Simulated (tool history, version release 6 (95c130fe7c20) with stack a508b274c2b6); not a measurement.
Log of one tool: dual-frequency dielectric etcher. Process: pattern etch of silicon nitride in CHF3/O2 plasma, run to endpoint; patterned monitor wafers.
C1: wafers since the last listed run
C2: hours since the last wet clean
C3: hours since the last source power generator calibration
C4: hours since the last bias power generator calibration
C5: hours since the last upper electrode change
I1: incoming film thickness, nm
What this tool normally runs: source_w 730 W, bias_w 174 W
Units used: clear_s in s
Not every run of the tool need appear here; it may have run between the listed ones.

Run 1, day 0.000: usual settings; C1 0; C2 260.1; C3 1201.6; C4 1161.1; C5 2711.6; I1 110.4. Result: clear_s 71.2 s.
Run 2, day 4.350: usual settings; C1 922; C2 364.5; C3 1306.0; C4 1265.5; C5 2816.0; I1 108.3. Result: clear_s 69.3 s.
Run 3, day 7.262: usual settings; C1 617; C2 434.4; C3 1375.9; C4 1335.4; C5 2885.9; I1 109.6. Result: clear_s 69.3 s.
Run 4, day 9.312: usual settings; C1 434; C2 483.6; C3 1425.1; C4 1384.6; C5 2935.1; I1 109.5. Result: clear_s 69.2 s.
Run 5, day 13.538: usual settings but source_w 820 W; C1 895; C2 585.0; C3 1526.5; C4 1486.0; C5 3036.5; I1 109.9. Result: clear_s 66.0 s.
Run 6, day 16.708: usual settings but source_w 820 W; C1 672; C2 661.1; C3 1602.6; C4 1562.1; C5 3112.6; I1 110.1. Result: clear_s 66.3 s.
At day 18.096: wet clean of the chamber.
Run 7, day 18.771: usual settings; C1 225; C2 16.2; C3 1652.1; C4 1611.6; C5 3162.1; I1 108.3. Result: clear_s 71.7 s.
Run 8, day 29.767: usual settings; C1 2330; C2 280.1; C3 1916.0; C4 1875.5; C5 3426.0; I1 109.2. Result: clear_s 70.6 s.
Run 9, day 36.712: usual settings; C1 1472; C2 446.8; C3 2082.7; C4 2042.2; C5 3592.7; I1 109.9. Result: clear_s 70.6 s.
Run 10, day 39.762: usual settings; C1 646; C2 520.0; C3 2155.9; C4 2115.4; C5 3665.9; I1 109.6. Result: clear_s 69.8 s.
Run 11, day 42.562: usual settings; C1 593; C2 587.2; C3 2223.1; C4 2182.6; C5 3733.1; I1 109.9. Result: clear_s 70.2 s.
At day 45.458: wet clean of the chamber.
Run 12, day 45.479: usual settings; C1 406; C2 0.5; C3 2293.1; C4 2252.6; C5 3803.1; I1 109.2. Result: clear_s 72.2 s.
Run 13, day 46.546: usual settings; C1 226; C2 26.1; C3 2318.7; C4 2278.2; C5 3828.7; I1 110.2. Result: clear_s 72.6 s.
Run 14, day 48.221: usual settings; C1 355; C2 66.3; C3 2358.9; C4 2318.4; C5 3868.9; I1 110.6. Result: clear_s 72.7 s.
Run 15, day 51.275: usual settings; C1 647; C2 139.6; C3 2432.2; C4 2391.7; C5 3942.2; I1 109.0. Result: clear_s 71.2 s.
Run 16, day 55.242: usual settings; C1 840; C2 234.8; C3 2527.4; C4 2486.9; C5 4037.4; I1 109.4. Result: clear_s 70.9 s.
Run 17, day 56.750: usual settings; C1 319; C2 271.0; C3 2563.6; C4 2523.1; C5 4073.6; I1 109.3. Result: clear_s 70.6 s.
Run 18, day 58.517: usual settings but source_w 650 W, bias_w 139 W; C1 374; C2 313.4; C3 2606.0; C4 2565.5; C5 4116.0; I1 109.8. Result: clear_s 77.4 s.
Run 19, day 61.146: usual settings but source_w 840 W, bias_w 189 W; C1 557; C2 376.5; C3 2669.1; C4 2628.6; C5 4179.1; I1 108.6. Result: clear_s 64.9 s.
At day 67.846: bias power generator calibrated.
Run 20, day 68.296: usual settings; C1 1480; C2 548.1; C3 2840.7; C4 10.8; C5 4350.7; I1 109.5. Result: clear_s 69.2 s.
At day 69.771: upper electrode replaced.
At day 71.138: wet clean of the chamber.
Run 21, day 81.700: usual settings but source_w 840 W; C1 2417; C2 253.5; C3 3162.4; C4 332.5; C5 286.3; I1 110.4. Result: clear_s 68.1 s.
Run 22, day 86.092: usual settings but source_w 890 W; C1 930; C2 358.9; C3 3267.8; C4 437.9; C5 391.7; I1 110.4. Result: clear_s 66.0 s.
Run 23, day 88.654: usual settings but source_w 840 W, bias_w 159 W; C1 543; C2 420.4; C3 3329.3; C4 499.4; C5 453.2; I1 109.5. Result: clear_s 67.7 s.
At day 89.662: source power generator calibrated.
Run 24, day 92.688: usual settings; C1 819; C2 517.2; C3 72.6; C4 596.2; C5 550.0; I1 109.9. Result: clear_s 69.0 s.
Run 25, day 99.192: usual settings but source_w 680 W, bias_w 188 W; C1 1378; C2 673.3; C3 228.7; C4 752.3; C5 706.1; I1 109.5. Result: clear_s 68.8 s.
At day 100.725: wet clean of the chamber.
Run 26, day 110.221: usual settings but source_w 680 W, bias_w 146 W; C1 2125; C2 227.9; C3 493.4; C4 1017.0; C5 970.8; I1 110.1. Result: clear_s 74.8 s.
Run 27, day 111.912: usual settings but source_w 790 W, bias_w 155 W; C1 358; C2 268.5; C3 534.0; C4 1057.6; C5 1011.4; I1 110.2. Result: clear_s 69.6 s.
Run 28, day 114.221: usual settings; C1 489; C2 323.9; C3 589.4; C4 1113.0; C5 1066.8; I1 109.3. Result: clear_s 69.6 s.
Run 29, day 116.375: usual settings but source_w 570 W, bias_w 201 W; C1 456; C2 375.6; C3 641.1; C4 1164.7; C5 1118.5; I1 110.2. Result: clear_s 74.8 s.
Run 30, day 119.171: usual settings but source_w 660 W, bias_w 160 W; C1 592; C2 442.7; C3 708.2; C4 1231.8; C5 1185.6; I1 109.8. Result: clear_s 73.4 s.
Run 31, day 123.125: usual settings but source_w 790 W, bias_w 201 W; C1 838; C2 537.6; C3 803.1; C4 1326.7; C5 1280.5; I1 110.6. Result: clear_s 65.8 s.
Run 32, day 125.054: usual settings but source_w 860 W, bias_w 148 W; C1 408; C2 583.9; C3 849.4; C4 1373.0; C5 1326.8; I1 109.6. Result: clear_s 66.2 s.
At day 126.608: wet clean of the chamber.
Run 33, day 126.846: usual settings but source_w 680 W, bias_w 155 W; C1 167; C2 5.7; C3 892.4; C4 1416.0; C5 1369.8; I1 112.0. Result: clear_s 77.1 s.
Run 34, day 129.967: usual settings but source_w 860 W, bias_w 148 W; C1 661; C2 80.6; C3 967.3; C4 1490.9; C5 1444.7; I1 109.9. Result: clear_s 68.9 s.
Run 35, day 133.371: usual settings; C1 721; C2 162.3; C3 1049.0; C4 1572.6; C5 1526.4; I1 109.2. Result: clear_s 70.3 s.

4 options for the next run, each taken on its own from the tool as it stands now. Forecast them:
Run A, day 133.388: usual settings but source_w 660 W; C1 3; C2 162.7; C3 1049.4; C4 1573.0; C5 1526.8; I1 110.0. Result: clear_s ?.
Run B, day 133.388: usual settings but source_w 830 W, bias_w 185 W; C1 3; C2 162.7; C3 1049.4; C4 1573.0; C5 1526.8; I1 110.0. Result: clear_s ?.
Run C, day 133.388: usual settings but source_w 820 W, bias_w 136 W; C1 3; C2 162.7; C3 1049.4; C4 1573.0; C5 1526.8; I1 110.0. Result: clear_s ?.
Run D, day 133.388: usual settings but source_w 800 W; C1 3; C2 162.7; C3 1049.4; C4 1573.0; C5 1526.8; I1 110.0. Result: clear_s ?.

run  clear_s
  A     74.1
  B     66.9
  C     71.0
  D     68.7
Without the tool's unlogged condition, the same runs would have read:
run  clear_s
  A     74.2
  B     67.0
  C     71.0
  D     68.7

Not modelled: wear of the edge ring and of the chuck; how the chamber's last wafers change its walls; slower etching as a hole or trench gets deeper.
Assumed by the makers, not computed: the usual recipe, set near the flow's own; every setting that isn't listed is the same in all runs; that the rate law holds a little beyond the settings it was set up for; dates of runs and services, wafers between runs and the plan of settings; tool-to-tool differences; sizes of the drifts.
